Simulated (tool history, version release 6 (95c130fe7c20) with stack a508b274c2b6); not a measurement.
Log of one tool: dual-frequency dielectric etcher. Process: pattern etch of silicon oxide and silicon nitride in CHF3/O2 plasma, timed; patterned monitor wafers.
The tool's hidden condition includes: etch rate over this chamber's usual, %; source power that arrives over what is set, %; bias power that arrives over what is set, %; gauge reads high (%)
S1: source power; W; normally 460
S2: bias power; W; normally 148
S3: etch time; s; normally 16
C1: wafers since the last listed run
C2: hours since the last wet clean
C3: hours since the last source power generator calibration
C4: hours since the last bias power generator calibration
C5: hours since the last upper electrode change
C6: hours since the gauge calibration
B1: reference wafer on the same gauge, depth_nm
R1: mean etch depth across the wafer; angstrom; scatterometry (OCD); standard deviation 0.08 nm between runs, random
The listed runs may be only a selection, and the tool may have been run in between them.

Run 1, hour 0: usual settings; C1 0; C2 174.7; C3 2952.3; C4 3480.9; C5 2057.1; C6 463.5; B1 19.09. Result: R1 210.5 angstrom.
Run 2, hour 50.6: usual settings; C1 803; C2 225.3; C3 3002.9; C4 3531.5; C5 2107.7; C6 514.1; B1 19.11. Result: R1 209.6 angstrom.
Run 3, hour 88.4: usual settings; C1 600; C2 263.1; C3 3040.7; C4 3569.3; C5 2145.5; C6 551.9; B1 19.1. Result: R1 208.9 angstrom.
Run 4, hour 135.4: usual settings; C1 746; C2 310.1; C3 3087.7; C4 3616.3; C5 2192.5; C6 598.9; B1 19.12. Result: R1 207 angstrom.
Run 5, hour 180.1: usual settings; C1 709; C2 354.8; C3 3132.4; C4 3661; C5 2237.2; C6 643.6; B1 19.1. Result: R1 206 angstrom.
At hour 243: wet clean of the chamber.
Run 6, hour 243.5: usual settings but S1 400 W; C1 625; C2 0.5; C3 3195.8; C4 3724.4; C5 2300.6; C6 707; B1 19.12. Result: R1 199.2 angstrom.
Run 7, hour 319.1: usual settings but S1 400 W; C1 1200; C2 76.1; C3 3271.4; C4 3800; C5 2376.2; C6 782.6; B1 19.1. Result: R1 197.9 angstrom.
Run 8, hour 371.3: usual settings but S1 400 W; C1 828; C2 128.3; C3 3323.6; C4 3852.2; C5 2428.4; C6 834.8; B1 19.13. Result: R1 195.4 angstrom.
Run 9, hour 413.8: usual settings but S2 176 W; C1 674; C2 170.8; C3 3366.1; C4 3894.7; C5 2470.9; C6 877.3; B1 19.08. Result: R1 220.7 angstrom.
Run 10, hour 484.1: usual settings but S2 176 W; C1 1116; C2 241.1; C3 3436.4; C4 3965; C5 2541.2; C6 947.6; B1 19.08. Result: R1 219 angstrom.
Run 11, hour 555.1: usual settings; C1 1127; C2 312.1; C3 3507.4; C4 4036; C5 2612.2; C6 1018.6; B1 19.1. Result: R1 206.9 angstrom.
Run 12, hour 607.4: usual settings; C1 830; C2 364.4; C3 3559.7; C4 4088.3; C5 2664.5; C6 1070.9; B1 19.1. Result: R1 205.2 angstrom.
At hour 664.5: wet clean of the chamber.
Run 13, hour 665: usual settings; C1 533; C2 0.5; C3 3617.3; C4 4145.9; C5 2722.1; C6 1128.5; B1 19.12. Result: R1 214.2 angstrom.
Run 14, hour 788.2: usual settings but S1 390 W, S2 165 W, S3 20.5 s; C1 1956; C2 123.7; C3 3740.5; C4 4269.1; C5 2845.3; C6 1251.7; B1 19.08. Result: R1 258.3 angstrom.
At hour 845.5: upper electrode replaced, of another model than before.
Run 15, hour 846: usual settings but S2 159 W, S3 19 s; C1 536; C2 181.5; C3 3798.3; C4 4326.9; C5 0.5; C6 1309.5; B1 19.1. Result: R1 260.3 angstrom.
Run 16, hour 885.6: usual settings; C1 628; C2 221.1; C3 3837.9; C4 4366.5; C5 40.1; C6 1349.1; B1 19.11. Result: R1 208.4 angstrom.
At hour 938.2: source power generator calibrated.
Run 17, hour 1015.2: usual settings but S1 380 W, S3 17.5 s; C1 1994; C2 350.7; C3 77; C4 4496.1; C5 169.7; C6 1478.7; B1 19.12. Result: R1 198 angstrom.
At hour 1088.2: wet clean of the chamber.
Run 18, hour 1088.7: usual settings; C1 785; C2 0.5; C3 150.5; C4 4569.6; C5 243.2; C6 1552.2; B1 19.11. Result: R1 214 angstrom.
Run 19, hour 1096.5: usual settings but S1 500 W, S2 184 W, S3 18 s; C1 123; C2 8.3; C3 158.3; C4 4577.4; C5 251; C6 1560; B1 19.08. Result: R1 282 angstrom.
At hour 1110.9: bias power generator calibrated.
At hour 1140.3: gauge calibrated.
Run 20, hour 1162.4: usual settings but S2 167 W; C1 982; C2 74.2; C3 224.2; C4 51.5; C5 316.9; C6 22.1; B1 19.13. Result: R1 227.1 angstrom.
Run 21, hour 1214.4: usual settings but S1 540 W; C1 825; C2 126.2; C3 276.2; C4 103.5; C5 368.9; C6 74.1; B1 19.08. Result: R1 231.4 angstrom.
Run 22, hour 1260: usual settings but S1 390 W, S3 14.5 s; C1 724; C2 171.8; C3 321.8; C4 149.1; C5 414.5; C6 119.7; B1 19.1. Result: R1 170.8 angstrom.
At hour 1449.4: wet clean of the chamber.
Run 23, hour 1455.8: usual settings but S3 11.5 s; C1 2727; C2 6.4; C3 517.6; C4 344.9; C5 610.3; C6 315.5; B1 19.09. Result: R1 152.4 angstrom.
Run 24, hour 1494.7: usual settings but S1 430 W, S2 121 W, S3 14 s; C1 617; C2 45.3; C3 556.5; C4 383.8; C5 649.2; C6 354.4; B1 19.1. Result: R1 157.9 angstrom.
Run 25, hour 1548.6: usual settings but S3 19.5 s; C1 855; C2 99.2; C3 610.4; C4 437.7; C5 703.1; C6 408.3; B1 19.11. Result: R1 257.3 angstrom.
Run 26, hour 1659: usual settings but S1 390 W, S2 165 W, S3 20.5 s; C1 1752; C2 209.6; C3 720.8; C4 548.1; C5 813.5; C6 518.7; B1 19.11. Result: R1 253.8 angstrom.
Run 27, hour 1693.1: usual settings but S1 510 W, S2 162 W, S3 11.5 s; C1 541; C2 243.7; C3 754.9; C4 582.2; C5 847.6; C6 552.8; B1 19.09. Result: R1 166.5 angstrom.

Consider 4 possible next runs. They are alternatives, not a sequence: every one starts from the tool as it was left by run 27. What does each give?
Run A, hour 1693.5: usual settings but S3 14 s; C1 6; C2 244.1; C3 755.3; C4 582.6; C5 848; C6 553.2; B1 ?. Result: R1 ?.
Run B, hour 1693.5: usual settings but S2 165 W, S3 14 s; C1 6; C2 244.1; C3 755.3; C4 582.6; C5 848; C6 553.2; B1 ?. Result: R1 ?.
Run C, hour 1693.5: usual settings but S3 19 s; C1 6; C2 244.1; C3 755.3; C4 582.6; C5 848; C6 553.2; B1 ?. Result: R1 ?.
Run D, hour 1693.5: usual settings but S2 177 W, S3 18.5 s; C1 6; C2 244.1; C3 755.3; C4 582.6; C5 848; C6 553.2; B1 ?. Result: R1 ?.

run     B1     R1
  A  19.09  181.7
  B  19.09  192.6
  C  19.09  246.6
  D  19.09    264
With the hidden condition removed and each run's random variation left untouched, the same runs would have given:
run     R1
  A  186.9
  B  198.1
  C  253.6
  D  271.6

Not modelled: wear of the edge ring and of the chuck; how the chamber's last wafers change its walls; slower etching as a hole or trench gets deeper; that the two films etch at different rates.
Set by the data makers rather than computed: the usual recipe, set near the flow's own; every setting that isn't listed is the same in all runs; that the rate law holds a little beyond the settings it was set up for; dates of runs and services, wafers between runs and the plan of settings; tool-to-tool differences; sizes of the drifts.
